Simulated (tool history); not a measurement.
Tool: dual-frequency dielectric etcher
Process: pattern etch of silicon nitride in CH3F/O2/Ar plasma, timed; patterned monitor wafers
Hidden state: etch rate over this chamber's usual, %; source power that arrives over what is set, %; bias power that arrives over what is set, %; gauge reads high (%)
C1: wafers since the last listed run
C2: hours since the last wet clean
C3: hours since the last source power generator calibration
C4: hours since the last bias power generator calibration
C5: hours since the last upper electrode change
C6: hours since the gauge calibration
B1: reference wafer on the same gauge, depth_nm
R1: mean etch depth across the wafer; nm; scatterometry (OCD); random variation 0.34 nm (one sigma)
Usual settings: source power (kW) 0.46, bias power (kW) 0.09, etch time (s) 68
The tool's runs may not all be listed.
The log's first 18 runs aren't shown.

Run 19, hour 486.7: usual settings but source power (kW) 0.53, bias power (kW) 0.102, etch time (s) 87; C1 3; C2 0.8; C3 205.9; C4 2205.3; C5 354.3; C6 102.8; B1 63.8. Result: R1 75.1 nm.
Run 20, hour 500.7: usual settings but source power (kW) 0.36, bias power (kW) 0.1; C1 156; C2 14.8; C3 219.9; C4 2219.3; C5 368.3; C6 116.8; B1 63.7. Result: R1 52.6 nm.
Run 21, hour 523: usual settings but source power (kW) 0.56; C1 249; C2 37.1; C3 242.2; C4 2241.6; C5 390.6; C6 139.1; B1 63.8. Result: R1 57.7 nm.
At hour 538.5: bias power generator calibrated.
Run 22, hour 553.3: usual settings but source power (kW) 0.55, bias power (kW) 0.075, etch time (s) 80.5; C1 293; C2 67.4; C3 272.5; C4 14.8; C5 420.9; C6 169.4; B1 63.8. Result: R1 64.3 nm.
Run 23, hour 570.7: usual settings but bias power (kW) 0.084, etch time (s) 80.5; C1 194; C2 84.8; C3 289.9; C4 32.2; C5 438.3; C6 186.8; B1 63.8. Result: R1 63 nm.
Run 24, hour 584.5: usual settings but source power (kW) 0.39, bias power (kW) 0.106, etch time (s) 49; C1 154; C2 98.6; C3 303.7; C4 46; C5 452.1; C6 200.6; B1 63.8. Result: R1 38.9 nm.
Run 25, hour 605.6: usual settings but etch time (s) 58.5; C1 235; C2 119.7; C3 324.8; C4 67.1; C5 473.2; C6 221.7; B1 63.9. Result: R1 46.8 nm.
Run 26, hour 635.9: usual settings but source power (kW) 0.42; C1 338; C2 150; C3 355.1; C4 97.4; C5 503.5; C6 252; B1 63.8. Result: R1 52.3 nm.
Run 27, hour 713: usual settings but source power (kW) 0.57, bias power (kW) 0.1, etch time (s) 60; C1 861; C2 227.1; C3 432.2; C4 174.5; C5 580.6; C6 329.1; B1 63.9. Result: R1 51.3 nm.
Run 28, hour 731.8: usual settings but source power (kW) 0.58, bias power (kW) 0.082, etch time (s) 82; C1 210; C2 245.9; C3 451; C4 193.3; C5 599.4; C6 347.9; B1 63.8. Result: R1 67.4 nm.
Run 29, hour 752.1: usual settings but source power (kW) 0.42, bias power (kW) 0.08, etch time (s) 83; C1 226; C2 266.2; C3 471.3; C4 213.6; C5 619.7; C6 368.2; B1 63.8. Result: R1 61.3 nm.
Run 30, hour 784.7: usual settings but source power (kW) 0.35, bias power (kW) 0.111, etch time (s) 50; C1 364; C2 298.8; C3 503.9; C4 246.2; C5 652.3; C6 400.8; B1 63.9. Result: R1 38.2 nm.
Run 31, hour 798.8: usual settings; C1 157; C2 312.9; C3 518; C4 260.3; C5 666.4; C6 414.9; B1 63.8. Result: R1 52.6 nm.

Forecast each of these 3 alternatives for the next run:
Run A, hour 799.2: usual settings but etch time (s) 82.5; C1 4; C2 313.3; C3 518.4; C4 260.7; C5 666.8; C6 415.3; B1 ?. Result: R1 ?.
Run B, hour 799.2: usual settings but source power (kW) 0.57, bias power (kW) 0.098, etch time (s) 76; C1 4; C2 313.3; C3 518.4; C4 260.7; C5 666.8; C6 415.3; B1 ?. Result: R1 ?.
Run C, hour 799.2: usual settings but etch time (s) 74; C1 4; C2 313.3; C3 518.4; C4 260.7; C5 666.8; C6 415.3; B1 ?. Result: R1 ?.

run    B1    R1
  A  63.9  64.9
  B  63.9  65.1
  C  63.9  58.2
Without the tool's hidden state the same runs would have given:
run    R1
  A  65.6
  B  65.8
  C  58.8
